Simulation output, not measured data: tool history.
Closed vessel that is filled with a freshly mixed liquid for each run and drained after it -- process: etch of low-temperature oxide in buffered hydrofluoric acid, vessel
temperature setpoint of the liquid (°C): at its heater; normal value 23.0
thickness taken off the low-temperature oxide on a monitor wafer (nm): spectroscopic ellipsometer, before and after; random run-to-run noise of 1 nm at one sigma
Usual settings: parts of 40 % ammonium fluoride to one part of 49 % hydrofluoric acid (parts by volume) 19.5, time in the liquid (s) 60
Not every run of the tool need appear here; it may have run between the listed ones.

run   hour  temperature setpoint of the liquid (°C)  parts of 40 % ammonium fluoride to one part of 49 % hydrofluoric acid (parts by volume)  time in the liquid (s)  read-back film thickness of the low-temperature oxide reference wafer, read on the same gauge (nm)  thickness taken off the low-temperature oxide on a monitor wafer (nm)
  1    0.0                                     23.0                                                                                     19.5                      80                                                                                              150.01                                                                 171.25
  2   19.6                                     23.0                                                                                     19.5                      80                                                                                              150.00                                                                 169.86
  3   42.0                                     23.0                                                                                     19.5                      80                                                                                              149.99                                                                 172.77
  4   71.0                                     23.0                                                                                     18.0                      60                                                                                              149.99                                                                 141.43
  5  101.9                                     23.0                                                                                     18.0                      60                                                                                              150.00                                                                 140.16
  6  125.6                                     23.0                                                                                     19.5                      60                                                                                              150.00                                                                 128.07
  7  153.7                                     23.0                                                                                     19.5                      60                                                                                              150.01                                                                 129.44
     171.8  -- gauge calibrated
  8  172.3                                     23.0                                                                                     19.5                      60                                                                                              150.01                                                                 130.94
     178.1  -- thermometer replaced
  9  205.9                                     24.5                                                                                     22.5                      35                                                                                              150.01                                                                  72.94
     226.4  -- hydrofluoric acid flow meter replaced
 10  231.6                                     20.0                                                                                     19.5                      80                                                                                              150.01                                                                 146.46
 11  258.2                                     20.0                                                                                     16.5                      30                                                                                              150.00                                                                  64.42
 12  278.2                                     23.0                                                                                     19.5                      60                                                                                              150.00                                                                 130.33
 13  291.6                                     21.0                                                                                     11.5                      95                                                                                              149.98                                                                 308.05
 14  317.4                                     20.5                                                                                     19.5                      60                                                                                              150.00                                                                 112.10

Forecast run 15:
 15  337.4                                     23.0                                                                                     27.0                      60                                                                                                   ?                                                                      ?

{"run 15": {"read-back film thickness of the low-temperature oxide reference wafer, read on the same gauge (nm)": 150.01, "thickness taken off the low-temperature oxide on a monitor wafer (nm)": 102.06}}
With no hidden state in the tool, this same run would have given thickness taken off the low-temperature oxide on a monitor wafer (nm) 102.06.

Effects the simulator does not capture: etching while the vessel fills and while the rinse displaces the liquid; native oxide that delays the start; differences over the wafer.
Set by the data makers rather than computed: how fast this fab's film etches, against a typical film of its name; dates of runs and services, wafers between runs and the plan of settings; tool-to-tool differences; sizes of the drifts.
